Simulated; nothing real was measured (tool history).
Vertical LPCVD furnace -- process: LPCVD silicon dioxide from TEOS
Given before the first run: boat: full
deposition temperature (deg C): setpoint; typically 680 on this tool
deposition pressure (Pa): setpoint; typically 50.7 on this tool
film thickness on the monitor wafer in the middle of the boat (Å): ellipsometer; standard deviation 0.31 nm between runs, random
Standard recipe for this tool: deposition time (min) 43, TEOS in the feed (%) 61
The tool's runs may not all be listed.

run    day  deposition temperature (deg C)  deposition pressure (Pa)  deposition time (min)  TEOS in the feed (%)  read-back reference wafer on the same gauge, thickness  film thickness on the monitor wafer in the middle of the boat (Å)
  1      0                             680                      50.7                     43                    61                                                  219.91                                                             2263.9
  2  0.583                             680                      50.7                     43                    61                                                  219.99                                                             2262.3
  3  1.862                             680                      50.7                     43                    61                                                  220.06                                                             2269.3
  4  2.479                             680                      50.7                     43                    61                                                  220.07                                                             2266.9
     2.612  -- gauge calibrated
  5  4.421                             680                      50.7                     43                    61                                                  220.09                                                             2277.6
  6   5.35                             680                      50.7                     43                    53                                                  219.92                                                             2122.9
     6.821  -- pressure gauge zeroed
  7  6.842                             680                      50.7                     43                    53                                                  219.92                                                             2126.6

What does the tool deliver on the next run?
  8  7.871                             680                      44.7                   55.5                    52                                                       ?                                                                  ?

read-back reference wafer on the same gauge, thickness: 220.01
film thickness on the monitor wafer in the middle of the boat (Å): 2549
Without the tool's hidden state the same run would have given film thickness on the monitor wafer in the middle of the boat (Å) 2312.1.
